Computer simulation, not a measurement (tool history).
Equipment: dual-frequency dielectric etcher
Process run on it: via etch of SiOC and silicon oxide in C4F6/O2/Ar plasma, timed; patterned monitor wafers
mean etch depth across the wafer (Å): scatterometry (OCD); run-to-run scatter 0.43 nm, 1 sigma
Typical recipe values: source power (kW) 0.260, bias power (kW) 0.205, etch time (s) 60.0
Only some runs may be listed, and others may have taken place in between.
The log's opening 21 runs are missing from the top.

| run | day | source power (kW) | bias power (kW) | etch time (s) | wafers since the last listed run | hours since the last wet clean | hours since the last source power generator calibration | hours since the last bias power generator calibration | hours since the last upper electrode change | hours since the gauge calibration | read-back reference wafer on the same gauge, depth_nm | mean etch depth across the wafer (Å) |
|---|---|---|---|---|---|---|---|---|---|---|---|---|
| 22 | 20.288 | 0.220 | 0.219 | 50.0 | 178 | 235.4 | 212.2 | 48.8 | 133.6 | 71.8 | 63.7 | 550 |
| 23 | 20.800 | 0.230 | 0.220 | 60.0 | 116 | 247.7 | 224.5 | 61.1 | 145.9 | 84.1 | 63.6 | 671 |
| 24 | 22.146 | 0.260 | 0.205 | 60.0 | 305 | 280.0 | 256.8 | 93.4 | 178.2 | 116.4 | 63.6 | 678 |
| 25 | 22.821 | 0.220 | 0.166 | 46.0 | 153 | 296.2 | 273.0 | 109.6 | 194.4 | 132.6 | 63.6 | 458 |
| 26 | 23.846 | 0.260 | 0.205 | 60.0 | 232 | 320.8 | 297.6 | 134.2 | 219.0 | 157.2 | 63.6 | 666 |
| 27 | 24.558 | 0.240 | 0.245 | 45.5 | 161 | 337.9 | 314.7 | 151.3 | 236.1 | 174.3 | 63.7 | 531 |
| 28 | 25.258 | 0.230 | 0.227 | 53.5 | 158 | 354.7 | 331.5 | 168.1 | 252.9 | 191.1 | 63.6 | 597 |
| 29 | 26.604 | 0.280 | 0.165 | 60.0 | 305 | 387.0 | 363.8 | 200.4 | 285.2 | 223.4 | 63.7 | 639 |
| 30 | 27.550 | 0.260 | 0.205 | 60.0 | 214 | 409.7 | 386.5 | 223.1 | 307.9 | 246.1 | 63.6 | 672 |
| 31 | 28.542 | 0.280 | 0.187 | 65.0 | 224 | 433.5 | 410.3 | 246.9 | 331.7 | 269.9 | 63.6 | 728 |

Here are 3 independent what-if runs from the current tool condition. What would each one return?
| A | 28.558 | 0.260 | 0.156 | 60.0 | 3 | 433.9 | 410.7 | 247.3 | 332.1 | 270.3 | ? | ? |
| B | 28.558 | 0.210 | 0.183 | 44.5 | 3 | 433.9 | 410.7 | 247.3 | 332.1 | 270.3 | ? | ? |
| C | 28.558 | 0.260 | 0.181 | 60.0 | 3 | 433.9 | 410.7 | 247.3 | 332.1 | 270.3 | ? | ? |

| run | read-back reference wafer on the same gauge, depth_nm | mean etch depth across the wafer (Å) |
|---|---|---|
| A | 63.6 | 608 |
| B | 63.6 | 445 |
| C | 63.6 | 638 |
Had the tool no hidden state, the same runs would have come out as:
| run | mean etch depth across the wafer (Å) |
|---|---|
| A | 625 |
| B | 458 |
| C | 656 |
